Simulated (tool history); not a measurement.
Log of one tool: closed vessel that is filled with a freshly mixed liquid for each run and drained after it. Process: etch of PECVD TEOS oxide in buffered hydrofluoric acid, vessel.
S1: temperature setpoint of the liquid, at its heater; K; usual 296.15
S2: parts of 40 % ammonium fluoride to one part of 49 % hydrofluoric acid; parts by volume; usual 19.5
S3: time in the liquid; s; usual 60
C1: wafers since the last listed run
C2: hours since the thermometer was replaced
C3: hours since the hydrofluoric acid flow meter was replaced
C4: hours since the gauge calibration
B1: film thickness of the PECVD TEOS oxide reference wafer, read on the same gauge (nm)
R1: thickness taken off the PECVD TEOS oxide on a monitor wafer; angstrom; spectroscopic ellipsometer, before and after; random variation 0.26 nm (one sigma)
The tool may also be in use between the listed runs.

run	day	S1	S2	S3	C1	C2	C3	C4	B1	R1
1	0	296.15	19.5	60	0	1585.4	581.7	60.7	100.01	772.9
2	0.704	296.15	19.5	60	1840	1602.3	598.6	77.6	99.97	767.9
3	1.454	296.15	19.5	60	1959	1620.3	616.6	95.6	100	771.2
4	1.838	296.15	19.5	60	1001	1629.5	625.8	104.8	100	768.3
5	2.233	296.15	19.5	45	1034	1639	635.3	114.3	100.02	577.2
6	2.946	296.15	19.5	60	1861	1656.1	652.4	131.4	99.97	773.5
7	3.479	296.15	19.5	60	1393	1668.9	665.2	144.2	100.01	769.7
8	3.788	296.15	17.5	45	805	1676.3	672.6	151.6	100	621.6
9	4.462	292.15	13.5	60	1763	1692.5	688.8	167.8	100	859.3
10	4.712	301.15	19.5	45	653	1698.5	694.8	173.8	100	747
11	5.425	292.15	17.5	40	1861	1715.6	711.9	190.9	100	440.2
# day 5.55: thermometer replaced
# day 5.671: gauge calibrated
# day 5.696: hydrofluoric acid flow meter replaced
12	5.983	294.15	25	60	1241	10.4	6.9	7.5	100	539.5
13	6.642	296.15	17	60	1720	26.2	22.7	23.3	99.99	814.4
14	6.983	292.15	12.5	95	892	34.4	30.9	31.5	100.02	1394.8
15	7.617	296.15	19.5	60	1655	49.6	46.1	46.7	100.01	715.1
16	7.979	296.15	19.5	50	947	58.3	54.8	55.4	100.01	593.1
17	8.383	294.15	23.5	60	1056	68	64.5	65.1	99.99	558.6

The same runs without the tool's hidden state, with the same run-to-run variation:
The hidden state here: liquid hotter than its thermometer reads (K); hydrofluoric acid flow below the setpoint (%); gauge reads high (%).
run	R1
1	727.2
2	723
3	726.6
4	724.3
5	544.3
6	729.8
7	726.6
8	604.5
9	833.5
10	709
11	428.3
12	545
13	828.5
14	1419.1
15	728.8
16	604.5
17	565.4
